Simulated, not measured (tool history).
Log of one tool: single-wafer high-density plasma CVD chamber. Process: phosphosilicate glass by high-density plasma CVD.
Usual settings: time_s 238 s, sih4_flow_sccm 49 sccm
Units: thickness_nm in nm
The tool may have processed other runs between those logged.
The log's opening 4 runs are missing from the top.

run	day	time_s	sih4_flow_sccm	read-back reference wafer on the same gauge, thickness_nm	thickness_nm
5	3.762	254	44	1199.984	1226.668
6	4.062	238	49	1198.71	1283.207
7	4.688	238	49	1199.139	1274.674
8	5.379	238	49	1199.642	1277.563
9	5.692	238	49	1200.401	1281.955
10	6.142	238	49	1200.433	1278.567
11	6.862	238	49	1200.281	1286.008
12	7.467	238	49	1200.788	1283.536
13	7.988	272	49	1201.11	1460.889
# day 8.546: silane flow controller replaced
14	8.567	272	49	1199.094	1368.058
15	9.012	238	41	1200.591	997.735
16	9.538	238	41	1199.635	1001.599
17	10.229	238	41	1199.621	997.698
18	10.904	238	49	1200.294	1195.507
19	11.375	238	49	1201.691	1201.47
20	12.008	238	49	1201.138	1199.072
21	12.617	238	49	1199.797	1202.068
22	12.917	274	59	1199.255	1657.537
# day 13.162: gauge calibrated
23	13.6	238	49	1199.367	1198.834

Predict the results of run 24:
24	14.196	238	49	?	?

For run 24 the tool returned read-back reference wafer on the same gauge, thickness_nm 1200.443, thickness_nm 1197.245 nm.
On a tool with no hidden condition, and with the same random variation, this run would have come out at thickness_nm 1207.125 nm.
